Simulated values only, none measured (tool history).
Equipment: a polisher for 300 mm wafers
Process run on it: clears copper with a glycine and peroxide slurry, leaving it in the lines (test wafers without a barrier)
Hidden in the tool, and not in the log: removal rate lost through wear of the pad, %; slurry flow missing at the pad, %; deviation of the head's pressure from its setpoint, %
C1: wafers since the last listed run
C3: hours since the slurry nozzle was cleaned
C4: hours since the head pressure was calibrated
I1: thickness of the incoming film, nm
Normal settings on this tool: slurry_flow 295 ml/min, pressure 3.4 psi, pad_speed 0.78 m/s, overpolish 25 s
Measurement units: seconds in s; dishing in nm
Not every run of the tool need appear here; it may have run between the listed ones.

run 1 day=0.000 | slurry_flow=295 pressure=2.9 pad_speed=0.78 overpolish=25 | C1=0 wafers_polished_on_this_pad=3969 C3=259.7 C4=426.5 | I1=840.0 | seconds=162.7 dishing=80.7
run 2 day=2.950 | slurry_flow=295 pressure=2.9 pad_speed=0.78 overpolish=25 | C1=474 wafers_polished_on_this_pad=4444 C3=330.5 C4=497.3 | I1=830.6 | seconds=164.6 dishing=76.9
run 3 day=6.925 | slurry_flow=370 pressure=3.4 pad_speed=0.78 overpolish=25 | C1=639 wafers_polished_on_this_pad=5083 C3=425.9 C4=592.7 | I1=836.7 | seconds=148.1 dishing=85.2
-- day=7.825 worn pad replaced by a new one
-- day=8.358 head pressure recalibrated
run 4 day=8.892 | slurry_flow=370 pressure=3.4 pad_speed=0.78 overpolish=25 | C1=276 wafers_polished_on_this_pad=157 C3=473.1 C4=12.8 | I1=849.9 | seconds=135.3 dishing=88.5
run 5 day=10.442 | slurry_flow=295 pressure=3.4 pad_speed=0.78 overpolish=25 | C1=249 wafers_polished_on_this_pad=407 C3=510.3 C4=50.0 | I1=836.7 | seconds=137.4 dishing=90.9
run 6 day=13.021 | slurry_flow=295 pressure=3.4 pad_speed=0.78 overpolish=25 | C1=414 wafers_polished_on_this_pad=822 C3=572.2 C4=111.9 | I1=842.1 | seconds=135.6 dishing=86.8
run 7 day=14.683 | slurry_flow=295 pressure=3.4 pad_speed=0.78 overpolish=25 | C1=267 wafers_polished_on_this_pad=1089 C3=612.1 C4=151.8 | I1=845.9 | seconds=138.1 dishing=88.4
run 8 day=18.304 | slurry_flow=295 pressure=3.4 pad_speed=0.78 overpolish=25 | C1=582 wafers_polished_on_this_pad=1671 C3=699.0 C4=238.7 | I1=849.4 | seconds=143.1 dishing=83.1
run 9 day=20.571 | slurry_flow=295 pressure=3.4 pad_speed=0.84 overpolish=25 | C1=364 wafers_polished_on_this_pad=2036 C3=753.4 C4=293.1 | I1=836.9 | seconds=135.4 dishing=90.7
-- day=23.933 slurry nozzle cleaned
run 10 day=24.729 | slurry_flow=295 pressure=3.4 pad_speed=0.84 overpolish=25 | C1=662 wafers_polished_on_this_pad=2698 C3=19.1 C4=392.9 | I1=840.1 | seconds=141.1 dishing=88.6
run 11 day=28.712 | slurry_flow=295 pressure=3.4 pad_speed=0.78 overpolish=25 | C1=640 wafers_polished_on_this_pad=3339 C3=114.7 C4=488.5 | I1=841.2 | seconds=148.7 dishing=86.1
run 12 day=32.367 | slurry_flow=295 pressure=3.4 pad_speed=0.92 overpolish=21 | C1=587 wafers_polished_on_this_pad=3927 C3=202.4 C4=576.2 | I1=844.6 | seconds=132.7 dishing=82.5
run 13 day=35.383 | slurry_flow=295 pressure=4.5 pad_speed=0.78 overpolish=31 | C1=485 wafers_polished_on_this_pad=4412 C3=274.8 C4=648.6 | I1=846.1 | seconds=130.9 dishing=107.9
-- day=38.250 head pressure recalibrated
-- day=38.579 worn pad replaced by a new one
run 14 day=38.875 | slurry_flow=295 pressure=3.4 pad_speed=0.78 overpolish=25 | C1=521 wafers_polished_on_this_pad=47 C3=358.6 C4=15.0 | I1=847.5 | seconds=136.3 dishing=89.4
run 15 day=42.354 | slurry_flow=295 pressure=3.4 pad_speed=0.58 overpolish=21 | C1=559 wafers_polished_on_this_pad=607 C3=442.1 C4=98.5 | I1=851.7 | seconds=171.8 dishing=68.5
run 16 day=45.383 | slurry_flow=295 pressure=3.4 pad_speed=0.78 overpolish=25 | C1=487 wafers_polished_on_this_pad=1094 C3=514.8 C4=171.2 | I1=851.4 | seconds=140.2 dishing=91.9
run 17 day=48.850 | slurry_flow=255 pressure=3.4 pad_speed=0.78 overpolish=25 | C1=557 wafers_polished_on_this_pad=1652 C3=598.0 C4=254.4 | I1=840.9 | seconds=143.4 dishing=86.1
-- day=52.496 slurry nozzle cleaned
run 18 day=52.950 | slurry_flow=360 pressure=3.4 pad_speed=0.92 overpolish=12 | C1=652 wafers_polished_on_this_pad=2305 C3=10.9 C4=352.8 | I1=830.3 | seconds=123.4 dishing=53.8
run 19 day=54.546 | slurry_flow=210 pressure=4.3 pad_speed=0.78 overpolish=18 | C1=256 wafers_polished_on_this_pad=2561 C3=49.2 C4=391.1 | I1=825.8 | seconds=126.3 dishing=76.5
run 20 day=56.125 | slurry_flow=295 pressure=3.0 pad_speed=0.56 overpolish=29 | C1=254 wafers_polished_on_this_pad=2815 C3=87.1 C4=429.0 | I1=852.6 | seconds=201.9 dishing=75.7
run 21 day=58.258 | slurry_flow=295 pressure=3.4 pad_speed=0.94 overpolish=25 | C1=343 wafers_polished_on_this_pad=3158 C3=138.3 C4=480.2 | I1=843.5 | seconds=128.2 dishing=89.3
run 22 day=61.550 | slurry_flow=295 pressure=3.4 pad_speed=0.78 overpolish=34 | C1=529 wafers_polished_on_this_pad=3688 C3=217.3 C4=559.2 | I1=837.4 | seconds=149.1 dishing=101.1
run 23 day=63.883 | slurry_flow=240 pressure=3.4 pad_speed=0.78 overpolish=18 | C1=375 wafers_polished_on_this_pad=4063 C3=273.3 C4=615.2 | I1=828.6 | seconds=151.1 dishing=63.8
-- day=65.571 worn pad replaced by a new one
run 24 day=68.242 | slurry_flow=205 pressure=4.1 pad_speed=0.78 overpolish=25 | C1=674 wafers_polished_on_this_pad=429 C3=377.9 C4=719.8 | I1=844.7 | seconds=127.8 dishing=92.2
-- day=69.988 head pressure recalibrated
run 25 day=70.538 | slurry_flow=295 pressure=3.4 pad_speed=0.78 overpolish=25 | C1=355 wafers_polished_on_this_pad=785 C3=433.0 C4=13.2 | I1=844.2 | seconds=139.1 dishing=86.9
run 26 day=81.417 | slurry_flow=340 pressure=2.7 pad_speed=0.92 overpolish=37 | C1=1750 wafers_polished_on_this_pad=2535 C3=694.1 C4=274.3 | I1=850.1 | seconds=143.4 dishing=107.6
-- day=83.721 slurry nozzle cleaned
run 27 day=84.671 | slurry_flow=295 pressure=2.8 pad_speed=0.78 overpolish=20 | C1=516 wafers_polished_on_this_pad=3051 C3=22.8 C4=352.4 | I1=852.3 | seconds=165.3 dishing=64.5
run 28 day=87.862 | slurry_flow=375 pressure=2.9 pad_speed=0.90 overpolish=14 | C1=513 wafers_polished_on_this_pad=3565 C3=99.4 C4=429.0 | I1=830.2 | seconds=141.9 dishing=54.4
run 29 day=90.550 | slurry_flow=295 pressure=3.4 pad_speed=0.92 overpolish=34 | C1=432 wafers_polished_on_this_pad=3997 C3=163.9 C4=493.5 | I1=840.5 | seconds=134.6 dishing=110.4
run 30 day=92.783 | slurry_flow=295 pressure=2.4 pad_speed=0.78 overpolish=25 | C1=359 wafers_polished_on_this_pad=4356 C3=217.5 C4=547.1 | I1=837.0 | seconds=182.4 dishing=68.9
run 31 day=94.471 | slurry_flow=195 pressure=4.6 pad_speed=0.98 overpolish=37 | C1=271 wafers_polished_on_this_pad=4628 C3=258.0 C4=587.6 | I1=829.9 | seconds=110.1 dishing=128.0
run 32 day=96.771 | slurry_flow=345 pressure=2.9 pad_speed=0.78 overpolish=25 | C1=369 wafers_polished_on_this_pad=4998 C3=313.2 C4=642.8 | I1=826.7 | seconds=166.9 dishing=75.8
-- day=97.754 worn pad replaced by a new one
run 33 day=98.308 | slurry_flow=205 pressure=3.8 pad_speed=0.92 overpolish=31 | C1=220 wafers_polished_on_this_pad=89 C3=350.1 C4=679.7 | I1=839.3 | seconds=117.8 dishing=114.2
run 34 day=99.817 | slurry_flow=220 pressure=2.5 pad_speed=1.02 overpolish=11 | C1=242 wafers_polished_on_this_pad=331 C3=386.3 C4=715.9 | I1=837.2 | seconds=136.0 dishing=47.1

Below are 4 alternative next runs, each starting from the tool's condition after run 34. Predict each:
run A day=99.838 | slurry_flow=295 pressure=3.4 pad_speed=0.78 overpolish=33 | C1=3 wafers_polished_on_this_pad=335 C3=386.8 C4=716.4 | I1=829.0 | seconds=? dishing=?
run B day=99.838 | slurry_flow=295 pressure=3.0 pad_speed=0.54 overpolish=17 | C1=3 wafers_polished_on_this_pad=335 C3=386.8 C4=716.4 | I1=829.0 | seconds=? dishing=?
run C day=99.838 | slurry_flow=345 pressure=2.2 pad_speed=0.70 overpolish=33 | C1=3 wafers_polished_on_this_pad=335 C3=386.8 C4=716.4 | I1=829.0 | seconds=? dishing=?
run D day=99.838 | slurry_flow=340 pressure=2.5 pad_speed=0.66 overpolish=36 | C1=3 wafers_polished_on_this_pad=335 C3=386.8 C4=716.4 | I1=829.0 | seconds=? dishing=?

run=A seconds=136.4 dishing=104.9
run=B seconds=191.6 dishing=50.0
run=C seconds=182.8 dishing=85.5
run=D seconds=179.7 dishing=92.6
With the hidden condition removed and each run's random variation left untouched, the same runs would have given:
run=A seconds=132.7 dishing=106.7
run=B seconds=186.5 dishing=51.2
run=C seconds=178.0 dishing=87.1
run=D seconds=174.9 dishing=94.3

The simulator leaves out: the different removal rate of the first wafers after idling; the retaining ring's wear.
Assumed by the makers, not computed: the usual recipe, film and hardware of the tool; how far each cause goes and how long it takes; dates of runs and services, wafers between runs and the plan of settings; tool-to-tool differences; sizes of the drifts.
